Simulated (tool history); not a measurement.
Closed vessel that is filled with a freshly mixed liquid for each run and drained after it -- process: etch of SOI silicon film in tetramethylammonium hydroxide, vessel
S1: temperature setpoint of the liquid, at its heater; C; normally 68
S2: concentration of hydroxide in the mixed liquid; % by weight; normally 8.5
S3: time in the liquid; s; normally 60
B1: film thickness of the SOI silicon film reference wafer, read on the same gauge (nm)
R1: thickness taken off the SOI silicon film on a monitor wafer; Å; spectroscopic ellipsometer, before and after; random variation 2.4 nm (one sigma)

run 1 day=0 | S1=68 S2=9 S3=60 | B1=124.31 | R1=3663.6
run 2 day=0.538 | S1=68 S2=9 S3=60 | B1=124.26 | R1=3609.9
run 3 day=1.425 | S1=68 S2=8.5 S3=60 | B1=124.17 | R1=3736.5
run 4 day=2.725 | S1=68 S2=8.5 S3=60 | B1=124.05 | R1=3718.4
run 5 day=3.583 | S1=68 S2=8.5 S3=60 | B1=124.05 | R1=3683
run 6 day=5 | S1=68 S2=8.5 S3=75 | B1=123.92 | R1=4623.4
run 7 day=6.046 | S1=68 S2=8.5 S3=75 | B1=123.85 | R1=4621.4
run 8 day=6.842 | S1=68 S2=8.5 S3=60 | B1=123.85 | R1=3741.7
run 9 day=7.608 | S1=68 S2=8.5 S3=60 | B1=123.77 | R1=3728
run 10 day=8.512 | S1=68 S2=8.5 S3=60 | B1=123.68 | R1=3686.7
-- day=9.312 thermometer replaced
run 11 day=11.333 | S1=68 S2=8.5 S3=60 | B1=123.63 | R1=3655
run 12 day=11.933 | S1=68 S2=8.5 S3=60 | B1=123.59 | R1=3707.9
run 13 day=12.879 | S1=68 S2=8.5 S3=60 | B1=123.57 | R1=3721.6
run 14 day=13.633 | S1=68 S2=8.5 S3=85 | B1=123.54 | R1=5198.1
run 15 day=14.679 | S1=65 S2=7.5 S3=85 | B1=123.49 | R1=4539.1
run 16 day=16.067 | S1=68 S2=6.5 S3=80 | B1=123.45 | R1=5327.6
run 17 day=17.088 | S1=68 S2=8.5 S3=60 | B1=123.38 | R1=3645.4
run 18 day=18.008 | S1=68 S2=8.5 S3=60 | B1=123.35 | R1=3726.1
run 19 day=19.338 | S1=68 S2=8 S3=60 | B1=123.33 | R1=3775.2
run 20 day=20.038 | S1=73.5 S2=10 S3=30 | B1=123.31 | R1=2379.4
run 21 day=21.075 | S1=68 S2=8.5 S3=70 | B1=123.3 | R1=4298.8
-- day=21.492 hydroxide flow meter replaced
run 22 day=22.362 | S1=68 S2=8.5 S3=60 | B1=123.25 | R1=3650.2
run 23 day=23.842 | S1=75 S2=7.5 S3=70 | B1=123.24 | R1=6715.8
-- day=23.908 gauge calibrated
run 24 day=24.771 | S1=68 S2=10 S3=75 | B1=129.26 | R1=4545
run 25 day=26.108 | S1=73 S2=8.5 S3=60 | B1=128.79 | R1=5178.8
run 26 day=27.071 | S1=63.5 S2=7.5 S3=70 | B1=128.45 | R1=3546
run 27 day=29.333 | S1=73.5 S2=7.5 S3=60 | B1=127.77 | R1=5424.5
run 28 day=30.196 | S1=75 S2=8.5 S3=60 | B1=127.51 | R1=5806
run 29 day=31.517 | S1=68 S2=8 S3=60 | B1=127.14 | R1=3830.6
run 30 day=32.162 | S1=71 S2=10 S3=40 | B1=127.04 | R1=2845.9
run 31 day=33.383 | S1=64 S2=7 S3=60 | B1=126.67 | R1=3193.7
run 32 day=34.146 | S1=68 S2=7.5 S3=85 | B1=126.56 | R1=5625.2
run 33 day=34.679 | S1=62 S2=10 S3=45 | B1=126.46 | R1=1869.5
run 34 day=35.217 | S1=64.5 S2=8.5 S3=80 | B1=126.33 | R1=4097.5
run 35 day=36.108 | S1=70.5 S2=7.5 S3=60 | B1=126.15 | R1=4500

Some steps in R1, run to run, broken into two amounts with sign: the step expected even without the hidden condition (settings, incoming material, random variation), and the rest, left for the hidden condition together with whatever gauge scatter is not in both the measured and the hidden-condition-free result:
The hidden state here: liquid hotter than its thermometer reads (K); hydroxide flow above the setpoint (%); gauge reads high (%).
Run 20 -> 21: S1 73.5 -> 68, S2 10 -> 8.5, S3 30 -> 70. R1 +1919.4 Å: hidden state -104.9, all else +2024.3.
Run 22 -> 23: S1 68 -> 75, S2 8.5 -> 7.5, S3 60 -> 70. R1 +3065.6 Å: hidden state -169.5, all else +3235.1.
Run 23 -> 24: S1 75 -> 68, S2 7.5 -> 10, S3 70 -> 75, gauge calibrated. R1 -2170.8 Å: hidden state +343.1, all else -2513.9.
Run 31 -> 32: S1 64 -> 68, S2 7 -> 7.5, S3 60 -> 85. R1 +2431.5 Å: hidden state -70.9, all else +2502.4.
Run 32 -> 33: S1 68 -> 62, S2 7.5 -> 10, S3 85 -> 45. R1 -3755.7 Å: hidden state +100.9, all else -3856.6.
